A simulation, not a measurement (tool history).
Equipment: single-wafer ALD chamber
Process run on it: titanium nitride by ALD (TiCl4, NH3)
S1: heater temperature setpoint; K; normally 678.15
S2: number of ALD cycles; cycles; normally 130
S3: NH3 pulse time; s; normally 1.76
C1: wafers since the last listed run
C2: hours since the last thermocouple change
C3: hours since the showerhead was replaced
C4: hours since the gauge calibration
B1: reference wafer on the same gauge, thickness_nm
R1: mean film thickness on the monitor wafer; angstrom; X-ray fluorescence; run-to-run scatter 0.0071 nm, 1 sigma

{"run": 1, "hour": 0.0, "S1": 678.15, "S2": 130, "S3": 1.76, "C1": 0, "C2": 1034.9, "C3": 6024.9, "C4": 918.5, "B1": 2.936, "R1": 27.92}
{"run": 2, "hour": 63.7, "S1": 678.15, "S2": 130, "S3": 1.76, "C1": 116, "C2": 1098.6, "C3": 6088.6, "C4": 982.2, "B1": 2.934, "R1": 27.72}
{"run": 3, "hour": 122.8, "S1": 678.15, "S2": 130, "S3": 1.76, "C1": 107, "C2": 1157.7, "C3": 6147.7, "C4": 1041.3, "B1": 2.931, "R1": 27.7}
{"run": 4, "hour": 188.6, "S1": 678.15, "S2": 130, "S3": 1.52, "C1": 119, "C2": 1223.5, "C3": 6213.5, "C4": 1107.1, "B1": 2.931, "R1": 27.53}
{"run": 5, "hour": 238.8, "S1": 678.15, "S2": 130, "S3": 1.52, "C1": 91, "C2": 1273.7, "C3": 6263.7, "C4": 1157.3, "B1": 2.93, "R1": 27.54}
{"run": 6, "hour": 274.5, "S1": 678.15, "S2": 130, "S3": 1.52, "C1": 65, "C2": 1309.4, "C3": 6299.4, "C4": 1193, "B1": 2.927, "R1": 27.52}
{"run": 7, "hour": 324.3, "S1": 678.15, "S2": 130, "S3": 1.76, "C1": 90, "C2": 1359.2, "C3": 6349.2, "C4": 1242.8, "B1": 2.93, "R1": 27.78}
{"run": 8, "hour": 374.4, "S1": 678.15, "S2": 130, "S3": 1.76, "C1": 91, "C2": 1409.3, "C3": 6399.3, "C4": 1292.9, "B1": 2.93, "R1": 27.55}
{"run": 9, "hour": 422.3, "S1": 678.15, "S2": 130, "S3": 1.76, "C1": 87, "C2": 1457.2, "C3": 6447.2, "C4": 1340.8, "B1": 2.926, "R1": 27.65}
{"run": 10, "hour": 462.9, "S1": 678.15, "S2": 130, "S3": 1.76, "C1": 74, "C2": 1497.8, "C3": 6487.8, "C4": 1381.4, "B1": 2.924, "R1": 27.74}
{"run": 11, "hour": 530.7, "S1": 678.15, "S2": 130, "S3": 1.76, "C1": 123, "C2": 1565.6, "C3": 6555.6, "C4": 1449.2, "B1": 2.924, "R1": 27.52}
{"run": 12, "hour": 599.3, "S1": 678.15, "S2": 130, "S3": 1.76, "C1": 125, "C2": 1634.2, "C3": 6624.2, "C4": 1517.8, "B1": 2.925, "R1": 27.61}
{"run": 13, "hour": 646.0, "S1": 678.15, "S2": 145, "S3": 2.3, "C1": 85, "C2": 1680.9, "C3": 6670.9, "C4": 1564.5, "B1": 2.921, "R1": 30.95}
{"run": 14, "hour": 683.7, "S1": 678.15, "S2": 145, "S3": 2.3, "C1": 68, "C2": 1718.6, "C3": 6708.6, "C4": 1602.2, "B1": 2.919, "R1": 31.14}
{"hour": 746.6, "done": "thermocouple changed; heater temperature recalibrated"}
{"run": 15, "hour": 753.4, "S1": 678.15, "S2": 130, "S3": 2.08, "C1": 112, "C2": 6.8, "C3": 6778.3, "C4": 1671.9, "B1": 2.925, "R1": 27.8}
{"hour": 775.7, "done": "gauge calibrated"}
{"run": 16, "hour": 815.0, "S1": 678.15, "S2": 130, "S3": 2.08, "C1": 112, "C2": 68.4, "C3": 6839.9, "C4": 39.3, "B1": 3.004, "R1": 28.45}
{"run": 17, "hour": 868.2, "S1": 678.15, "S2": 130, "S3": 2.08, "C1": 96, "C2": 121.6, "C3": 6893.1, "C4": 92.5, "B1": 2.998, "R1": 28.48}
{"run": 18, "hour": 916.1, "S1": 678.15, "S2": 130, "S3": 1.76, "C1": 87, "C2": 169.5, "C3": 6941, "C4": 140.4, "B1": 2.989, "R1": 28.32}
{"run": 19, "hour": 963.4, "S1": 690.15, "S2": 116, "S3": 1.41, "C1": 86, "C2": 216.8, "C3": 6988.3, "C4": 187.7, "B1": 2.985, "R1": 25.28}
{"run": 20, "hour": 1027.2, "S1": 678.15, "S2": 130, "S3": 1.25, "C1": 116, "C2": 280.6, "C3": 7052.1, "C4": 251.5, "B1": 2.977, "R1": 27.87}
{"run": 21, "hour": 1190.4, "S1": 669.15, "S2": 151, "S3": 1.76, "C1": 297, "C2": 443.8, "C3": 7215.3, "C4": 414.7, "B1": 2.969, "R1": 32.38}
{"run": 22, "hour": 1225.7, "S1": 678.15, "S2": 130, "S3": 1.76, "C1": 64, "C2": 479.1, "C3": 7250.6, "C4": 450, "B1": 2.967, "R1": 28.03}
{"run": 23, "hour": 1271.6, "S1": 665.15, "S2": 109, "S3": 2.34, "C1": 83, "C2": 525, "C3": 7296.5, "C4": 495.9, "B1": 2.958, "R1": 23.43}
{"run": 24, "hour": 1303.4, "S1": 667.15, "S2": 145, "S3": 2.08, "C1": 57, "C2": 556.8, "C3": 7328.3, "C4": 527.7, "B1": 2.96, "R1": 31.22}
{"run": 25, "hour": 1373.3, "S1": 688.15, "S2": 130, "S3": 1.76, "C1": 127, "C2": 626.7, "C3": 7398.2, "C4": 597.6, "B1": 2.958, "R1": 28.07}
{"hour": 1401.7, "done": "showerhead replaced"}
{"run": 26, "hour": 1413.4, "S1": 678.15, "S2": 130, "S3": 1.76, "C1": 58, "C2": 666.8, "C3": 11.7, "C4": 637.7, "B1": 2.957, "R1": 27.97}
{"run": 27, "hour": 1447.9, "S1": 678.15, "S2": 119, "S3": 1.76, "C1": 62, "C2": 701.3, "C3": 46.2, "C4": 672.2, "B1": 2.955, "R1": 25.49}
{"run": 28, "hour": 1489.0, "S1": 678.15, "S2": 130, "S3": 1.76, "C1": 74, "C2": 742.4, "C3": 87.3, "C4": 713.3, "B1": 2.949, "R1": 27.85}
{"run": 29, "hour": 1522.8, "S1": 678.15, "S2": 122, "S3": 1.76, "C1": 61, "C2": 776.2, "C3": 121.1, "C4": 747.1, "B1": 2.95, "R1": 26.27}
{"run": 30, "hour": 1552.6, "S1": 671.15, "S2": 123, "S3": 1.11, "C1": 54, "C2": 806, "C3": 150.9, "C4": 776.9, "B1": 2.951, "R1": 25.91}
{"run": 31, "hour": 1599.2, "S1": 684.15, "S2": 119, "S3": 1.13, "C1": 84, "C2": 852.6, "C3": 197.5, "C4": 823.5, "B1": 2.948, "R1": 25.16}
{"run": 32, "hour": 1651.0, "S1": 674.15, "S2": 118, "S3": 1.76, "C1": 94, "C2": 904.4, "C3": 249.3, "C4": 875.3, "B1": 2.946, "R1": 25.21}
{"run": 33, "hour": 1705.3, "S1": 678.15, "S2": 108, "S3": 1.16, "C1": 98, "C2": 958.7, "C3": 303.6, "C4": 929.6, "B1": 2.947, "R1": 22.88}
{"run": 34, "hour": 1749.1, "S1": 678.15, "S2": 130, "S3": 2.29, "C1": 79, "C2": 1002.5, "C3": 347.4, "C4": 973.4, "B1": 2.943, "R1": 28.15}
{"run": 35, "hour": 1788.3, "S1": 678.15, "S2": 130, "S3": 1.76, "C1": 71, "C2": 1041.7, "C3": 386.6, "C4": 1012.6, "B1": 2.945, "R1": 27.77}
{"run": 36, "hour": 1853.0, "S1": 690.15, "S2": 139, "S3": 1.76, "C1": 117, "C2": 1106.4, "C3": 451.3, "C4": 1077.3, "B1": 2.941, "R1": 29.96}
{"run": 37, "hour": 1881.5, "S1": 678.15, "S2": 145, "S3": 2.3, "C1": 51, "C2": 1134.9, "C3": 479.8, "C4": 1105.8, "B1": 2.94, "R1": 31.14}

Consider 5 possible next runs. They are alternatives, not a sequence: every one starts from the tool as it was left by run 37. What does each give?
{"run": "A", "hour": 1882.2, "S1": 678.15, "S2": 108, "S3": 1.76, "C1": 1, "C2": 1135.6, "C3": 480.5, "C4": 1106.5, "B1": "?", "R1": "?"}
{"run": "B", "hour": 1882.2, "S1": 665.15, "S2": 117, "S3": 1.76, "C1": 1, "C2": 1135.6, "C3": 480.5, "C4": 1106.5, "B1": "?", "R1": "?"}
{"run": "C", "hour": 1882.2, "S1": 693.15, "S2": 115, "S3": 2.03, "C1": 1, "C2": 1135.6, "C3": 480.5, "C4": 1106.5, "B1": "?", "R1": "?"}
{"run": "D", "hour": 1882.2, "S1": 678.15, "S2": 138, "S3": 1.76, "C1": 1, "C2": 1135.6, "C3": 480.5, "C4": 1106.5, "B1": "?", "R1": "?"}
{"run": "E", "hour": 1882.2, "S1": 687.15, "S2": 149, "S3": 1.76, "C1": 1, "C2": 1135.6, "C3": 480.5, "C4": 1106.5, "B1": "?", "R1": "?"}

run=A B1=2.938 R1=23
run=B B1=2.938 R1=24.66
run=C B1=2.938 R1=24.74
run=D B1=2.938 R1=29.39
run=E B1=2.938 R1=31.86
Had the tool no hidden state, the same runs would have come out as:
run=A R1=23.48
run=B R1=25.17
run=C R1=25.25
run=D R1=30
run=E R1=32.52
